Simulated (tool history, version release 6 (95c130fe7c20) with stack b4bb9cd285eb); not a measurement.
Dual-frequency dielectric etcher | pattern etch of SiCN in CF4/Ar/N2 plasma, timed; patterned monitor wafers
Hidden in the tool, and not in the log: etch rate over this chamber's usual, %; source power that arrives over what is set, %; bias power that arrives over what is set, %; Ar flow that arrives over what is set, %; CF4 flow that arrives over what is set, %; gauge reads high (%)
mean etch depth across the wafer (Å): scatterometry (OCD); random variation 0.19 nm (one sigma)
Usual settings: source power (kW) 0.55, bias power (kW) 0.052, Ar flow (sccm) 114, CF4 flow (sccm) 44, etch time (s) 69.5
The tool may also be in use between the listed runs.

| run | hour | source power (kW) | bias power (kW) | Ar flow (sccm) | CF4 flow (sccm) | etch time (s) | wafers since the last listed run | hours since the last wet clean | hours since the last source power generator calibration | hours since the last bias power generator calibration | hours since the last Ar flow controller change | hours since the last CF4 flow controller change | hours since the last upper electrode change | hours since the gauge calibration | read-back reference wafer on the same gauge, depth_nm | mean etch depth across the wafer (Å) |
|---|---|---|---|---|---|---|---|---|---|---|---|---|---|---|---|---|
| 1 | 0 | 0.55 | 0.052 | 114 | 44 | 69.5 | 0 | 148.4 | 2169.2 | 4499.6 | 3246.9 | 1430.2 | 40.5 | 1598.9 | 54.1 | 583 |
| 2 | 75.3 | 0.55 | 0.052 | 114 | 44 | 69.5 | 1203 | 223.7 | 2244.5 | 4574.9 | 3322.2 | 1505.5 | 115.8 | 1674.2 | 54.2 | 584 |
| 3 | 169.6 | 0.55 | 0.058 | 131 | 44 | 69.5 | 1506 | 318 | 2338.8 | 4669.2 | 3416.5 | 1599.8 | 210.1 | 1768.5 | 54.2 | 592 |
| 4 | 245 | 0.55 | 0.058 | 131 | 44 | 69.5 | 1204 | 393.4 | 2414.2 | 4744.6 | 3491.9 | 1675.2 | 285.5 | 1843.9 | 54.2 | 594 |
| 5 | 340.4 | 0.55 | 0.058 | 131 | 44 | 69.5 | 1524 | 488.8 | 2509.6 | 4840 | 3587.3 | 1770.6 | 380.9 | 1939.3 | 54.1 | 594 |
| 6 | 403.2 | 0.55 | 0.052 | 114 | 53 | 82.5 | 1003 | 551.6 | 2572.4 | 4902.8 | 3650.1 | 1833.4 | 443.7 | 2002.1 | 54.2 | 719 |
|  | 433 | bias power generator calibrated |
|  | 437.3 | wet clean of the chamber |
| 7 | 500.7 | 0.55 | 0.052 | 114 | 44 | 69.5 | 1424 | 63.4 | 2669.9 | 67.7 | 3747.6 | 1930.9 | 541.2 | 2099.6 | 54.2 | 585 |
|  | 568.4 | source power generator calibrated |
| 8 | 573.7 | 0.55 | 0.052 | 114 | 44 | 76 | 1102 | 136.4 | 5.3 | 140.7 | 3820.6 | 2003.9 | 614.2 | 2172.6 | 54.2 | 644 |
|  | 613.6 | CF4 flow controller replaced |
| 9 | 657.4 | 0.55 | 0.052 | 114 | 44 | 69.5 | 1241 | 220.1 | 89 | 224.4 | 3904.3 | 43.8 | 697.9 | 2256.3 | 54.2 | 580 |
|  | 719.9 | gauge calibrated |
| 10 | 757.7 | 0.55 | 0.042 | 122 | 44 | 55 | 1602 | 320.4 | 189.3 | 324.7 | 4004.6 | 144.1 | 798.2 | 37.8 | 54.2 | 432 |
| 11 | 848.3 | 0.51 | 0.052 | 114 | 44 | 69.5 | 1447 | 411 | 279.9 | 415.3 | 4095.2 | 234.7 | 888.8 | 128.4 | 54.2 | 561 |
| 12 | 910.5 | 0.55 | 0.052 | 114 | 44 | 87.5 | 993 | 473.2 | 342.1 | 477.5 | 4157.4 | 296.9 | 951 | 190.6 | 54.2 | 727 |
|  | 939.8 | wet clean of the chamber |
| 13 | 953.2 | 0.49 | 0.052 | 102 | 44 | 69.5 | 298 | 13.4 | 384.8 | 520.2 | 4200.1 | 339.6 | 993.7 | 233.3 | 54.2 | 560 |
|  | 1040.2 | Ar flow controller replaced |
| 14 | 1049.3 | 0.55 | 0.052 | 122 | 35 | 69.5 | 1439 | 109.5 | 480.9 | 616.3 | 9.1 | 435.7 | 1089.8 | 329.4 | 54.2 | 557 |
| 15 | 1122.3 | 0.55 | 0.043 | 114 | 44 | 69.5 | 1166 | 182.5 | 553.9 | 689.3 | 82.1 | 508.7 | 1162.8 | 402.4 | 54.2 | 554 |
| 16 | 1185.6 | 0.68 | 0.052 | 105 | 44 | 77.5 | 1011 | 245.8 | 617.2 | 752.6 | 145.4 | 572 | 1226.1 | 465.7 | 54.2 | 729 |
| 17 | 1250.8 | 0.55 | 0.052 | 97 | 44 | 61.5 | 1041 | 311 | 682.4 | 817.8 | 210.6 | 637.2 | 1291.3 | 530.9 | 54.2 | 528 |
| 18 | 1348.7 | 0.55 | 0.052 | 114 | 44 | 69.5 | 1564 | 408.9 | 780.3 | 915.7 | 308.5 | 735.1 | 1389.2 | 628.8 | 54.2 | 582 |
|  | 1397 | wet clean of the chamber |
| 19 | 1420.7 | 0.55 | 0.059 | 114 | 44 | 69.5 | 767 | 23.7 | 852.3 | 987.7 | 380.5 | 807.1 | 1461.2 | 700.8 | 54.3 | 606 |
| 20 | 1516.4 | 0.55 | 0.062 | 114 | 44 | 69.5 | 1529 | 119.4 | 948 | 1083.4 | 476.2 | 902.8 | 1556.9 | 796.5 | 54.3 | 612 |
| 21 | 1553.6 | 0.55 | 0.062 | 114 | 44 | 69.5 | 594 | 156.6 | 985.2 | 1120.6 | 513.4 | 940 | 1594.1 | 833.7 | 54.2 | 612 |
| 22 | 1592.2 | 0.55 | 0.052 | 142 | 44 | 69.5 | 616 | 195.2 | 1023.8 | 1159.2 | 552 | 978.6 | 1632.7 | 872.3 | 54.3 | 562 |

3 ways to go on from here, each from the tool as it stands after run 22. What would each give?
| A | 1592.6 | 0.68 | 0.052 | 114 | 44 | 69.5 | 6 | 195.6 | 1024.2 | 1159.6 | 552.4 | 979 | 1633.1 | 872.7 | ? | ? |
| B | 1592.6 | 0.55 | 0.052 | 114 | 52 | 69.5 | 6 | 195.6 | 1024.2 | 1159.6 | 552.4 | 979 | 1633.1 | 872.7 | ? | ? |
| C | 1592.6 | 0.55 | 0.061 | 114 | 50 | 69.5 | 6 | 195.6 | 1024.2 | 1159.6 | 552.4 | 979 | 1633.1 | 872.7 | ? | ? |

| run | read-back reference wafer on the same gauge, depth_nm | mean etch depth across the wafer (Å) |
|---|---|---|
| A | 54.2 | 649 |
| B | 54.2 | 598 |
| C | 54.2 | 622 |
Without the tool's hidden state the same runs would have given:
| run | mean etch depth across the wafer (Å) |
|---|---|
| A | 648 |
| B | 597 |
| C | 621 |
